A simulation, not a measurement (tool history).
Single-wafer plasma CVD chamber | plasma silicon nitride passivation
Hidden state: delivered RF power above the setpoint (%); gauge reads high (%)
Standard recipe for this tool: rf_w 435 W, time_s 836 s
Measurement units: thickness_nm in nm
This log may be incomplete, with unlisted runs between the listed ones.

| run | hour | rf_w | time_s | wafers since the last listed run | hours since the last RF generator calibration | hours since the showerhead was replaced | hours since the gauge calibration | read-back reference wafer on the same gauge, thickness_nm | thickness_nm |
|---|---|---|---|---|---|---|---|---|---|
| 1 | 0 | 475 | 836 | 0 | 1871.5 | 4473.2 | 290.5 | 1178.931 | 1213.673 |
| 2 | 23.5 | 390 | 836 | 73 | 1895 | 4496.7 | 314 | 1180.298 | 1164.111 |
| 3 | 51.4 | 390 | 836 | 87 | 1922.9 | 4524.6 | 341.9 | 1179.046 | 1156.468 |
| 4 | 76.1 | 405 | 757 | 77 | 1947.6 | 4549.3 | 366.6 | 1179.487 | 1059.982 |
| 5 | 109.8 | 405 | 757 | 106 | 1981.3 | 4583 | 400.3 | 1178.955 | 1060.856 |
| 6 | 130 | 435 | 884 | 63 | 2001.5 | 4603.2 | 420.5 | 1180.707 | 1254.235 |
| 7 | 151.5 | 435 | 884 | 67 | 2023 | 4624.7 | 442 | 1180.166 | 1271.203 |
| 8 | 167.7 | 435 | 836 | 50 | 2039.2 | 4640.9 | 458.2 | 1179.394 | 1188.077 |
|  | 169.2 | gauge calibrated |
| 9 | 192.8 | 435 | 836 | 78 | 2064.3 | 4666 | 23.6 | 1180.508 | 1192.313 |
| 10 | 207 | 435 | 836 | 44 | 2078.5 | 4680.2 | 37.8 | 1179.673 | 1187.94 |
| 11 | 231 | 435 | 836 | 75 | 2102.5 | 4704.2 | 61.8 | 1180.216 | 1200.805 |
| 12 | 253.2 | 435 | 836 | 69 | 2124.7 | 4726.4 | 84 | 1180.624 | 1188.707 |
|  | 266.5 | RF generator calibrated |
| 13 | 267 | 435 | 836 | 18 | 0.5 | 4740.2 | 97.8 | 1179.621 | 1194.603 |
| 14 | 288.3 | 435 | 836 | 67 | 21.8 | 4761.5 | 119.1 | 1180.135 | 1189.092 |
| 15 | 310.2 | 435 | 836 | 68 | 43.7 | 4783.4 | 141 | 1180.228 | 1188.447 |
| 16 | 325.7 | 435 | 836 | 48 | 59.2 | 4798.9 | 156.5 | 1179.366 | 1191.546 |
| 17 | 348.2 | 495 | 936 | 70 | 81.7 | 4821.4 | 179 | 1180.534 | 1379.04 |
| 18 | 395.9 | 395 | 927 | 150 | 129.4 | 4869.1 | 226.7 | 1180.534 | 1299.152 |
| 19 | 419.7 | 350 | 981 | 74 | 153.2 | 4892.9 | 250.5 | 1179.074 | 1326.815 |
| 20 | 433.2 | 455 | 737 | 42 | 166.7 | 4906.4 | 264 | 1179.765 | 1057.422 |
| 21 | 467.8 | 520 | 739 | 108 | 201.3 | 4941 | 298.6 | 1178.483 | 1085.183 |
| 22 | 480.8 | 400 | 836 | 40 | 214.3 | 4954 | 311.6 | 1179.346 | 1165.852 |
| 23 | 515.6 | 435 | 836 | 109 | 249.1 | 4988.8 | 346.4 | 1180.207 | 1188.781 |
|  | 530 | showerhead replaced |
| 24 | 530.7 | 395 | 985 | 22 | 264.2 | 0.7 | 361.5 | 1181.11 | 1370.858 |
| 25 | 563.4 | 500 | 962 | 102 | 296.9 | 33.4 | 394.2 | 1179.886 | 1416.017 |
| 26 | 597 | 370 | 983 | 105 | 330.5 | 67 | 427.8 | 1179.419 | 1367.967 |
| 27 | 620.8 | 435 | 836 | 74 | 354.3 | 90.8 | 451.6 | 1180.169 | 1188.951 |
|  | 626.8 | gauge calibrated |
| 28 | 721.7 | 435 | 836 | 317 | 455.2 | 191.7 | 94.9 | 1179.699 | 1186.273 |
| 29 | 803.2 | 395 | 927 | 256 | 536.7 | 273.2 | 176.4 | 1178.951 | 1305.287 |
| 30 | 821.1 | 435 | 836 | 56 | 554.6 | 291.1 | 194.3 | 1179.004 | 1197.844 |

Forecast each of these 3 alternatives for the next run:
| A | 821.7 | 470 | 836 | 1 | 555.2 | 291.7 | 194.9 | ? | ? |
| B | 821.7 | 510 | 765 | 1 | 555.2 | 291.7 | 194.9 | ? | ? |
| C | 821.7 | 385 | 909 | 1 | 555.2 | 291.7 | 194.9 | ? | ? |

| run | read-back reference wafer on the same gauge, thickness_nm | thickness_nm |
|---|---|---|
| A | 1179.175 | 1214.986 |
| B | 1179.175 | 1132.312 |
| C | 1179.175 | 1265.482 |
Stripped of hidden state, with their random variation kept, the same runs would have yielded:
| run | thickness_nm |
|---|---|
| A | 1214.986 |
| B | 1132.312 |
| C | 1265.482 |

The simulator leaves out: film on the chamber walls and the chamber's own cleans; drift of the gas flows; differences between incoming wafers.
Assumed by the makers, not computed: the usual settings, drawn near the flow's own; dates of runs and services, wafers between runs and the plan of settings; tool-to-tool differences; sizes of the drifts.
